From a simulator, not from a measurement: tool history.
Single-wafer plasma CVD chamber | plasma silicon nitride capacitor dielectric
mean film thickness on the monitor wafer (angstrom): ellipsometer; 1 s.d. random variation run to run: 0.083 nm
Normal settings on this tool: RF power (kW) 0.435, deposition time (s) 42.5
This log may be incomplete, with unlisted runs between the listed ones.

run   hour  RF power (kW)  deposition time (s)  wafers since the last listed run  hours since the last RF generator calibration  hours since the showerhead was replaced  hours since the gauge calibration  read-back reference wafer on the same gauge, thickness_nm  mean film thickness on the monitor wafer (angstrom)
  1    0.0          0.435                 42.5                                 0                                         2467.0                                   6904.6                               73.7                                                     59.610                                               553.47
  2   11.2          0.435                 42.5                               298                                         2478.2                                   6915.8                               84.9                                                     59.635                                               553.14
  3   27.9          0.435                 42.5                               445                                         2494.9                                   6932.5                              101.6                                                     59.620                                               553.56
  4   36.4          0.435                 42.5                               226                                         2503.4                                   6941.0                              110.1                                                     59.659                                               553.56
  5   52.5          0.400                 38.0                               429                                         2519.5                                   6957.1                              126.2                                                     59.736                                               482.45
  6   59.7          0.460                 42.5                               192                                         2526.7                                   6964.3                              133.4                                                     59.787                                               564.00
  7   76.2          0.460                 42.5                               440                                         2543.2                                   6980.8                              149.9                                                     59.819                                               565.34
  8   90.7          0.460                 42.5                               386                                         2557.7                                   6995.3                              164.4                                                     59.859                                               566.92
      99.5  -- gauge calibrated
  9  108.6          0.435                 42.5                               477                                         2575.6                                   7013.2                                9.1                                                     59.435                                               550.90
 10  120.5          0.370                 50.3                               317                                         2587.5                                   7025.1                               21.0                                                     59.462                                               617.61
 11  132.1          0.460                 42.5                               309                                         2599.1                                   7036.7                               32.6                                                     59.439                                               560.33
 12  140.1          0.350                 42.5                               213                                         2607.1                                   7044.7                               40.6                                                     59.451                                               515.56
 13  151.6          0.390                 35.8                               306                                         2618.6                                   7056.2                               52.1                                                     59.484                                               448.70
     166.8  -- RF generator calibrated
     174.2  -- showerhead replaced
 14  174.7          0.435                 39.2                               205                                            7.9                                      0.5                               75.2                                                     59.514                                               509.73
 15  182.3          0.495                 47.1                               202                                           15.5                                      8.1                               82.8                                                     59.521                                               636.97
 16  199.1          0.520                 35.1                               448                                           32.3                                     24.9                               99.6                                                     59.544                                               483.30
 17  209.5          0.435                 42.5                               277                                           42.7                                     35.3                              110.0                                                     59.627                                               552.12
 18  226.1          0.390                 46.7                               442                                           59.3                                     51.9                              126.6                                                     59.643                                               586.59

3 options for the next run, each taken on its own from the tool as it stands now. Forecast them:
  A  226.5          0.435                 42.5                                10                                           59.7                                     52.3                              127.0                                                          ?                                                    ?
  B  226.5          0.405                 37.0                                10                                           59.7                                     52.3                              127.0                                                          ?                                                    ?
  C  226.5          0.490                 47.2                                10                                           59.7                                     52.3                              127.0                                                          ?                                                    ?

run  read-back reference wafer on the same gauge, thickness_nm  mean film thickness on the monitor wafer (angstrom)
  A                                                     59.591                                               552.18
  B                                                     59.591                                               469.85
  C                                                     59.591                                               636.92
Without the tool's hidden state the same runs would have given:
run  mean film thickness on the monitor wafer (angstrom)
  A                                               550.87
  B                                               468.74
  C                                               635.40

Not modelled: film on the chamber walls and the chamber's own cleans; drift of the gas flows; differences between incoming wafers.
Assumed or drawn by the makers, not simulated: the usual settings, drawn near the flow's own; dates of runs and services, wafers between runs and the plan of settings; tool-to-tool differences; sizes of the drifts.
